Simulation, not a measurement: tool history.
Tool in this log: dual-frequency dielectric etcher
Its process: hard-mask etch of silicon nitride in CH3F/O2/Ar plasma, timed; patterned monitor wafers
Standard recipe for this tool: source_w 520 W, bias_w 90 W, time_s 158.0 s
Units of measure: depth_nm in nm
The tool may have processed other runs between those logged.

run	hour	source_w	bias_w	time_s	read-back reference wafer on the same gauge, depth_nm	depth_nm
1	0.0	520	90	158.0	144.0	140.1
2	67.9	520	90	158.0	144.0	139.5
3	139.3	520	90	158.0	144.0	140.1
4	192.3	520	90	158.0	143.9	140.1
5	244.8	520	103	158.0	144.0	151.1
6	272.9	520	103	158.0	143.9	151.3
7	317.3	520	90	158.0	144.1	140.5
8	382.7	520	90	158.0	143.9	140.5
9	416.1	520	90	158.0	143.9	140.3
10	471.8	480	102	158.0	144.0	145.4
11	504.2	560	108	158.0	144.0	160.9
12	598.2	520	90	158.0	144.0	140.8
13	622.7	520	90	136.0	143.9	121.4
14	826.9	520	82	158.0	144.1	130.0
15	927.5	630	107	158.0	143.9	164.5
16	980.9	590	107	193.0	143.9	193.9
17	1025.2	520	90	145.5	144.0	125.8
18	1063.5	520	90	200.5	144.0	173.2
19	1098.4	630	90	195.5	144.1	185.8
20	1138.8	520	90	158.0	143.9	137.2
21	1200.1	520	90	158.0	144.0	137.2
22	1240.0	610	90	158.0	143.9	147.1
23	1267.3	620	90	158.0	144.1	148.6
24	1334.7	520	90	158.0	143.9	136.5
25	1360.1	520	90	158.0	144.1	136.2
26	1429.8	520	82	196.5	144.0	161.6
27	1466.6	520	90	158.0	144.1	136.7
28	1659.4	520	101	176.0	144.0	162.3
29	1686.7	440	80	116.5	143.9	86.6
30	1726.1	520	90	158.0	144.0	136.7

Taken out of this log: 9 entries between the listed runs. Where each belongs, and how the hidden state differs across it:
Between runs 6 and 7: wet clean of the chamber (hour 316.8)
  bias power that arrives over what is set, %: 4.3 -> 4.43
  the result without the hidden state subtracted from the measured one, depth_nm: +3.7 -> +3.4 nm
Between runs 10 and 11: gauge calibrated (hour 492.1)
  bias power that arrives over what is set, %: 4.9 -> 5
  the result without the hidden state subtracted from the measured one, depth_nm: +4.0 -> +4.6 nm
Between runs 13 and 14: wet clean of the chamber (hour 700.8); bias power generator calibrated (hour 812.6)
  bias power that arrives over what is set, %: 5.37 -> -0.633
  the result without the hidden state subtracted from the measured one, depth_nm: +3.5 -> -0.5 nm
Between runs 14 and 15: source power generator calibrated (hour 856.6)
  bias power that arrives over what is set, %: -0.633 -> -0.627
  the result without the hidden state subtracted from the measured one, depth_nm: -0.5 -> -0.6 nm
Between runs 16 and 17: upper electrode replaced (hour 1024.7)
  bias power that arrives over what is set, %: -0.62 -> -0.612
  the result without the hidden state subtracted from the measured one, depth_nm: -0.7 -> -0.5 nm
Between runs 20 and 21: wet clean of the chamber (hour 1164.7)
  bias power that arrives over what is set, %: -0.583 -> -0.562
  the result without the hidden state subtracted from the measured one, depth_nm: -0.4 -> -0.4 nm
Between runs 27 and 28: wet clean of the chamber (hour 1555.8)
  bias power that arrives over what is set, %: -0.431 -> -0.294
  the result without the hidden state subtracted from the measured one, depth_nm: -0.4 -> -0.3 nm
Between runs 29 and 30: gauge calibrated (hour 1693.7)
  bias power that arrives over what is set, %: -0.272 -> -0.239
  the result without the hidden state subtracted from the measured one, depth_nm: -0.2 -> -0.2 nm
